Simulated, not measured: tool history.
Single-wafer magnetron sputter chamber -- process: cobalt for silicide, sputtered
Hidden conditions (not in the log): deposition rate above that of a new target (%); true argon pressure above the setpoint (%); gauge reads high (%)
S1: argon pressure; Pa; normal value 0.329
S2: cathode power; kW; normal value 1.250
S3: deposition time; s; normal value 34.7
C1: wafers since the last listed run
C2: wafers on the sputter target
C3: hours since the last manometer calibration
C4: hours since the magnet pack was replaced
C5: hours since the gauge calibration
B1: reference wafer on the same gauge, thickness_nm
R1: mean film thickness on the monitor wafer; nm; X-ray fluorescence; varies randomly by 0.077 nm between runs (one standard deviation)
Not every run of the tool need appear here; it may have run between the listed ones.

Run 1, hour 0.0: usual settings; C1 0; C2 6461; C3 1505.0; C4 11458.6; C5 62.9; B1 21.389. Result: R1 19.716 nm.
Run 2, hour 92.0: usual settings; C1 2474; C2 8936; C3 1597.0; C4 11550.6; C5 154.9; B1 21.396. Result: R1 19.531 nm.
Run 3, hour 187.3: usual settings but S2 1.150 kW, S3 37.7 s; C1 2563; C2 11500; C3 1692.3; C4 11645.9; C5 250.2; B1 21.387. Result: R1 19.427 nm.
Run 4, hour 243.6: usual settings but S2 1.150 kW, S3 37.7 s; C1 1514; C2 13014; C3 1748.6; C4 11702.2; C5 306.5; B1 21.393. Result: R1 19.335 nm.
Run 5, hour 282.4: usual settings but S2 1.150 kW, S3 37.7 s; C1 1043; C2 14058; C3 1787.4; C4 11741.0; C5 345.3; B1 21.413. Result: R1 19.235 nm.
At hour 388.1: sputter target and shields replaced.
Run 6, hour 515.1: usual settings; C1 6044; C2 3416; C3 2020.1; C4 11973.7; C5 578.0; B1 21.382. Result: R1 19.898 nm.
Run 7, hour 592.8: usual settings; C1 2090; C2 5506; C3 2097.8; C4 12051.4; C5 655.7; B1 21.403. Result: R1 19.740 nm.
Run 8, hour 683.9: usual settings but S2 1.050 kW, S3 36.6 s; C1 2450; C2 7957; C3 2188.9; C4 12142.5; C5 746.8; B1 21.402. Result: R1 17.352 nm.
Run 9, hour 754.7: usual settings but S1 0.274 Pa, S3 30.9 s; C1 1904; C2 9861; C3 2259.7; C4 12213.3; C5 817.6; B1 21.399. Result: R1 17.844 nm.
Run 10, hour 836.6: usual settings but S1 0.274 Pa, S3 30.9 s; C1 2203; C2 12064; C3 2341.6; C4 12295.2; C5 899.5; B1 21.418. Result: R1 17.696 nm.
Run 11, hour 910.0: usual settings but S1 0.274 Pa, S3 30.9 s; C1 1974; C2 14039; C3 2415.0; C4 12368.6; C5 972.9; B1 21.401. Result: R1 17.655 nm.
Run 12, hour 993.2: usual settings; C1 2238; C2 16277; C3 2498.2; C4 12451.8; C5 1056.1; B1 21.408. Result: R1 19.143 nm.
At hour 1008.3: sputter target and shields replaced.
At hour 1026.6: magnet pack replaced.
Run 13, hour 1032.0: usual settings; C1 613; C2 423; C3 2537.0; C4 5.4; C5 1094.9; B1 21.394. Result: R1 20.037 nm.
Run 14, hour 1074.1: usual settings but S1 0.237 Pa; C1 1132; C2 1555; C3 2579.1; C4 47.5; C5 1137.0; B1 21.398. Result: R1 20.941 nm.
Run 15, hour 1139.9: usual settings but S1 0.237 Pa; C1 1770; C2 3325; C3 2644.9; C4 113.3; C5 1202.8; B1 21.395. Result: R1 20.728 nm.
Run 16, hour 1214.3: usual settings but S2 1.150 kW, S3 37.7 s; C1 2001; C2 5326; C3 2719.3; C4 187.7; C5 1277.2; B1 21.411. Result: R1 19.784 nm.
Run 17, hour 1287.6: usual settings but S1 0.437 Pa; C1 1971; C2 7298; C3 2792.6; C4 261.0; C5 1350.5; B1 21.406. Result: R1 18.805 nm.
Run 18, hour 1413.7: usual settings but S1 0.452 Pa; C1 3392; C2 10690; C3 2918.7; C4 387.1; C5 1476.6; B1 21.404. Result: R1 18.349 nm.
Run 19, hour 1510.8: usual settings but S2 1.050 kW, S3 39.0 s; C1 2612; C2 13302; C3 3015.8; C4 484.2; C5 1573.7; B1 21.388. Result: R1 18.328 nm.
Run 20, hour 1590.3: usual settings but S1 0.222 Pa, S2 1.500 kW, S3 30.5 s; C1 2138; C2 15441; C3 3095.3; C4 563.7; C5 1653.2; B1 21.395. Result: R1 21.294 nm.
At hour 1603.8: sputter target and shields replaced.
At hour 1608.4: gauge calibrated.
Run 21, hour 1640.7: usual settings; C1 1140; C2 992; C3 3145.7; C4 614.1; C5 32.3; B1 21.412. Result: R1 19.976 nm.
Run 22, hour 1693.8: usual settings; C1 1428; C2 2421; C3 3198.8; C4 667.2; C5 85.4; B1 21.395. Result: R1 19.897 nm.
At hour 1731.7: capacitance manometer re-zeroed and calibrated.
Run 23, hour 1732.2: usual settings but S1 0.219 Pa, S2 1.050 kW, S3 39.0 s; C1 817; C2 3238; C3 0.5; C4 705.6; C5 123.8; B1 21.394. Result: R1 20.032 nm.
Run 24, hour 1817.0: usual settings but S1 0.239 Pa, S3 29.9 s; C1 2281; C2 5519; C3 85.3; C4 790.4; C5 208.6; B1 21.414. Result: R1 17.869 nm.
Run 25, hour 1873.1: usual settings but S1 0.380 Pa, S2 0.950 kW; C1 1509; C2 7029; C3 141.4; C4 846.5; C5 264.7; B1 21.390. Result: R1 14.867 nm.
Run 26, hour 1966.7: usual settings but S1 0.375 Pa, S2 1.150 kW, S3 36.6 s; C1 2517; C2 9546; C3 235.0; C4 940.1; C5 358.3; B1 21.402. Result: R1 18.895 nm.
Run 27, hour 2004.8: usual settings; C1 1024; C2 10571; C3 273.1; C4 978.2; C5 396.4; B1 21.395. Result: R1 19.704 nm.
Run 28, hour 2079.1: usual settings; C1 1998; C2 12570; C3 347.4; C4 1052.5; C5 470.7; B1 21.404. Result: R1 19.484 nm.
At hour 2101.2: sputter target and shields replaced.
Run 29, hour 2173.2: usual settings but S1 0.219 Pa, S3 28.6 s; C1 2316; C2 1936; C3 441.5; C4 1146.6; C5 564.8; B1 21.383. Result: R1 17.563 nm.
Run 30, hour 2226.3: usual settings but S3 31.9 s; C1 1428; C2 3364; C3 494.6; C4 1199.7; C5 617.9; B1 21.394. Result: R1 18.575 nm.
Run 31, hour 2317.3: usual settings but S1 0.383 Pa, S2 1.500 kW; C1 2447; C2 5812; C3 585.6; C4 1290.7; C5 708.9; B1 21.408. Result: R1 23.473 nm.
Run 32, hour 2357.6: usual settings but S1 0.265 Pa, S3 37.1 s; C1 1084; C2 6896; C3 625.9; C4 1331.0; C5 749.2; B1 21.398. Result: R1 21.735 nm.
Run 33, hour 2410.8: usual settings but S1 0.449 Pa, S2 1.050 kW, S3 38.5 s; C1 1431; C2 8327; C3 679.1; C4 1384.2; C5 802.4; B1 21.397. Result: R1 17.482 nm.
Run 34, hour 2453.1: usual settings but S3 29.7 s; C1 1137; C2 9465; C3 721.4; C4 1426.5; C5 844.7; B1 21.400. Result: R1 16.787 nm.
Run 35, hour 2535.6: usual settings but S1 0.217 Pa, S3 36.6 s; C1 2219; C2 11685; C3 803.9; C4 1509.0; C5 927.2; B1 21.402. Result: R1 21.725 nm.

What if the next run were any one of these 4? Each begins from the tool's condition after run 35:
Run A, hour 2536.0: usual settings; C1 10; C2 11695; C3 804.3; C4 1509.4; C5 927.6; B1 ?. Result: R1 ?.
Run B, hour 2536.0: usual settings but S1 0.265 Pa, S2 1.000 kW, S3 40.1 s; C1 10; C2 11695; C3 804.3; C4 1509.4; C5 927.6; B1 ?. Result: R1 ?.
Run C, hour 2536.0: usual settings but S1 0.384 Pa, S2 1.050 kW, S3 27.9 s; C1 10; C2 11695; C3 804.3; C4 1509.4; C5 927.6; B1 ?. Result: R1 ?.
Run D, hour 2536.0: usual settings but S1 0.199 Pa, S2 1.150 kW, S3 39.8 s; C1 10; C2 11695; C3 804.3; C4 1509.4; C5 927.6; B1 ?. Result: R1 ?.

run      B1      R1
  A  21.424  19.441
  B  21.424  18.499
  C  21.424  12.812
  D  21.424  21.759
The same runs, with their run-to-run variation unchanged, on a tool lacking any hidden condition would have given:
run      R1
  A  20.485
  B  19.434
  C  13.534
  D  22.787
